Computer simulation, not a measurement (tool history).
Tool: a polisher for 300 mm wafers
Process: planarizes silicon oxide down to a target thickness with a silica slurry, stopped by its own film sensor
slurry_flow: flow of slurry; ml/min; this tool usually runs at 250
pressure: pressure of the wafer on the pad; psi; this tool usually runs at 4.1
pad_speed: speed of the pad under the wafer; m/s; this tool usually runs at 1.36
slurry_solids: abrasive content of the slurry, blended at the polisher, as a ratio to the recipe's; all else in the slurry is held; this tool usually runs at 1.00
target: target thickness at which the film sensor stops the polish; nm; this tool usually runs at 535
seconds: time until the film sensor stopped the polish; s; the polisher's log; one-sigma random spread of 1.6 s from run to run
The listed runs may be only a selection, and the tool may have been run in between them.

run    hour  slurry_flow  pressure  pad_speed  slurry_solids  target  wafers since the last listed run  wafers polished on this pad  hours since the slurry nozzle was cleaned  hours since the head pressure was calibrated  hours since the slurry blender was calibrated  hours since the conditioning disc was replaced  incoming thickness of the incoming film, nm  seconds
  1     0.0          250       4.1       1.36           1.00     609                                 0                         2165                                      252.5                                         499.2                                          158.2                                           578.2                                        809.3     78.3
      187.5  -- conditioning disc replaced and pad reconditioned
  2   191.1          250       4.1       1.36           1.00     609                              2105                         4270                                      443.6                                         690.3                                          349.3                                             3.6                                        811.7     61.0
  3   293.8          200       4.1       1.36           1.00     535                              1143                         5413                                      546.3                                         793.0                                          452.0                                           106.3                                        817.3    100.3
  4   383.4          170       3.5       1.36           1.10     624                               997                         6411                                      635.9                                         882.6                                          541.6                                           195.9                                        803.2     70.2
  5   472.0          190       4.9       1.00           1.00     535                               986                         7397                                      724.5                                         971.2                                          630.2                                           284.5                                        805.4    112.3
  6   523.2          250       4.1       1.36           1.00     535                               569                         7967                                      775.7                                        1022.4                                          681.4                                           335.7                                        809.1    104.7
      538.0  -- head pressure recalibrated
  7   559.8          310       4.1       1.36           1.00     535                               385                         8352                                      812.3                                          21.8                                          718.0                                           372.3                                        796.0    101.2
      564.7  -- worn pad replaced by a new one
      635.7  -- slurry nozzle cleaned
  8   665.2          250       4.1       1.36           1.00     535                              1117                         1107                                       29.5                                         127.2                                          823.4                                           477.7                                        821.8    109.0
  9   710.4          195       4.8       1.36           1.00     535                               503                         1610                                       74.7                                         172.4                                          868.6                                           522.9                                        824.2    101.6
      732.1  -- slurry blender recalibrated
 10   801.9          170       5.3       1.76           1.25     535                               996                         2606                                      166.2                                         263.9                                           69.8                                           614.4                                        810.6     70.0
 11   900.3          250       4.1       1.36           0.70     535                              1095                         3702                                      264.6                                         362.3                                          168.2                                           712.8                                        816.5    140.7
 12   970.5          330       4.1       1.10           0.90     469                               781                         4483                                      334.8                                         432.5                                          238.4                                           783.0                                        803.7    153.2
      973.7  -- conditioning disc replaced and pad reconditioned
 13  1206.8          250       4.1       1.36           1.00     535                              2608                         7092                                      571.1                                         668.8                                          474.7                                           233.1                                        826.3    100.7
 14  1277.8          250       5.3       1.66           1.00     497                               790                         7882                                      642.1                                         739.8                                          545.7                                           304.1                                        806.1     78.3
     1292.9  -- worn pad replaced by a new one
     1356.0  -- slurry nozzle cleaned
 15  1364.8          250       4.1       1.36           1.00     535                               912                          789                                        8.8                                         826.8                                          632.7                                           391.1                                        811.1    106.1
     1434.3  -- slurry blender recalibrated
 16  1466.6          250       4.1       1.36           0.90     574                              1111                         1900                                      110.6                                         928.6                                           32.3                                           492.9                                        814.0    101.8
     1519.3  -- head pressure recalibrated
 17  1552.9          250       4.1       1.36           1.00     590                               938                         2839                                      196.9                                          33.6                                          118.6                                           579.2                                        799.5     79.9
 18  1647.7          250       4.1       1.36           1.00     535                              1055                         3894                                      291.7                                         128.4                                          213.4                                           674.0                                        820.8    108.5
 19  1781.4          305       4.1       1.36           1.00     566                              1488                         5383                                      425.4                                         262.1                                          347.1                                           807.7                                        818.5     94.5
 20  1835.9          250       4.1       1.36           1.00     535                               606                         5989                                      479.9                                         316.6                                          401.6                                           862.2                                        814.2    112.7
     1850.6  -- conditioning disc replaced and pad reconditioned
 21  1937.8          250       4.1       1.36           1.00     535                              1112                         7101                                      581.8                                         418.5                                          503.5                                            87.2                                        812.3     89.7
     2079.0  -- slurry nozzle cleaned
     2116.9  -- worn pad replaced by a new one
     2142.7  -- slurry blender recalibrated
 22  2143.2          180       4.1       1.36           1.00     535                              2208                          270                                       64.2                                         623.9                                            0.5                                           292.6                                        821.4    108.9
 23  2239.9          300       4.1       0.94           1.20     535                              1076                         1347                                      160.9                                         720.6                                           97.2                                           389.3                                        793.3    115.3
 24  2294.6          335       5.3       1.36           0.75     583                               608                         1956                                      215.6                                         775.3                                          151.9                                           444.0                                        796.1     79.8
 25  2357.0          250       4.1       1.36           1.00     535                               694                         2650                                      278.0                                         837.7                                          214.3                                           506.4                                        801.5    101.5
 26  2464.7          250       3.5       1.36           1.15     608                              1198                         3849                                      385.7                                         945.4                                          322.0                                           614.1                                        804.5     81.4

Run-by-run hidden state of the tool:
removal rate lost through wear of the pad, %: 0 on each run
slurry flow missing at the pad, %: 0 on each run
deviation of the head's pressure from its setpoint, %: 0 on each run
abrasive missing from the slurry, %: 0 on each run
H1: time polished since the conditioner stopped cutting, s
run    H1
  1   375
  2  45.5
  3   158
  4   225
  5   272
  6   293
  7   306
  8   333
  9   342
 10   356
 11   366
 12   371
 13   216
 14   250
 15   280
 16   305
 17   320
 18   331
 19   342
 20   345
 21   111
 22   247
 23   282
 24   297
 25   310
 26   327

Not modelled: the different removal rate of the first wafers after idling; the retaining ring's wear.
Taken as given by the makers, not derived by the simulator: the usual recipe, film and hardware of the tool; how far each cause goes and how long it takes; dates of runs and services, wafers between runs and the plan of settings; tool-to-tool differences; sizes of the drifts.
